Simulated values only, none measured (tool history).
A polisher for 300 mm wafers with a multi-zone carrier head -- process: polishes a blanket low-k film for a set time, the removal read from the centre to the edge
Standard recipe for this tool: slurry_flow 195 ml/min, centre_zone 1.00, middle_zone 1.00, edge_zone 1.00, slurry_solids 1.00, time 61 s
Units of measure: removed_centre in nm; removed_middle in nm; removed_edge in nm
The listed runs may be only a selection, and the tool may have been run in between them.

run,hour,slurry_flow,centre_zone,middle_zone,edge_zone,slurry_solids,time,wafers since the last listed run,wafers polished on this pad,hours since the slurry nozzle was cleaned,hours since the centre zone pressure was calibrated,hours since the edge zone pressure was calibrated,hours since the carrier head's membrane was replaced,"incoming thickness of the incoming film, nm",removed_centre,removed_middle,removed_edge
1,0.0,195,0.96,1.00,1.06,1.00,61,0,1134,288.4,290.7,156.6,379.0,584.8,17.8,18.3,18.1
2,74.5,195,1.00,1.00,1.00,1.00,61,456,1590,362.9,365.2,231.1,453.5,593.4,17.8,17.8,18.0
3,129.2,195,1.00,1.00,1.00,1.00,61,334,1925,417.6,419.9,285.8,508.2,576.8,17.6,17.5,17.5
# hour 165.9: slurry nozzle cleaned
# hour 194.2: worn pad replaced by a new one
4,206.2,195,1.00,1.00,1.00,1.00,61,440,73,40.3,496.9,362.8,585.2,598.4,18.7,18.6,18.3
5,242.6,195,1.00,1.00,0.92,1.00,61,222,296,76.7,533.3,399.2,621.6,594.0,18.8,18.4,17.6
# hour 303.8: centre zone pressure recalibrated
6,322.0,195,1.00,1.00,0.92,1.00,61,473,770,156.1,18.2,478.6,701.0,597.5,18.5,18.5,17.3
7,405.3,195,1.00,1.00,0.92,1.00,61,510,1280,239.4,101.5,561.9,784.3,591.1,18.2,17.9,17.7
8,483.9,195,1.00,1.00,1.00,1.00,61,481,1761,318.0,180.1,640.5,862.9,580.9,18.2,17.7,17.6
# hour 547.4: worn pad replaced by a new one
9,564.3,195,1.00,1.00,1.00,1.00,61,467,103,398.4,260.5,720.9,943.3,582.6,17.6,17.4,17.1
# hour 596.8: slurry nozzle cleaned
10,632.3,195,1.00,1.00,1.00,1.00,61,410,513,35.5,328.5,788.9,1011.3,581.6,18.9,18.4,18.2
# hour 651.1: edge zone pressure recalibrated
11,756.7,260,1.00,1.00,1.00,1.00,61,749,1263,159.9,452.9,105.6,1135.7,588.2,19.7,19.3,18.7
12,812.1,195,1.00,1.00,1.00,1.25,61,339,1602,215.3,508.3,161.0,1191.1,600.7,21.1,20.3,19.8
# hour 833.9: worn pad replaced by a new one
# hour 841.3: carrier head's membrane replaced by a new one
13,893.4,195,1.03,1.09,1.00,1.00,55,442,333,296.6,589.6,242.3,52.1,583.6,16.8,17.7,16.1
# hour 897.0: centre zone pressure recalibrated
14,944.7,195,1.00,1.00,1.00,0.85,61,301,635,347.9,47.7,293.6,103.4,582.9,16.2,16.3,15.9
15,1001.4,195,1.00,1.00,1.00,1.00,61,347,982,404.6,104.4,350.3,160.1,589.6,17.6,17.4,17.2
# hour 1055.6: slurry nozzle cleaned
16,1065.5,195,1.00,1.00,1.00,1.00,61,386,1368,9.9,168.5,414.4,224.2,576.6,19.0,18.7,18.2
# hour 1159.9: worn pad replaced by a new one
17,1162.6,225,1.00,1.00,1.00,1.25,61,570,16,107.0,265.6,511.5,321.3,578.4,21.3,21.0,20.5
18,1239.3,135,1.06,1.00,0.93,1.00,82,469,486,183.7,342.3,588.2,398.0,590.8,24.6,22.6,22.3
19,1305.7,195,1.00,1.00,1.07,1.00,61,406,892,250.1,408.7,654.6,464.4,590.3,18.5,18.0,18.6

Predict the results of run 20:
20,1359.3,195,1.00,0.94,0.90,1.10,41,328,1220,303.7,462.3,708.2,518.0,580.1,?,?,?

removed_centre: 12.8 nm
removed_middle: 12.1 nm
removed_edge: 12.2 nm
With the hidden condition absent and the run-to-run variation left alone, this run would have shown removed_centre 13.4 nm, removed_middle 12.5 nm, removed_edge 12.5 nm.
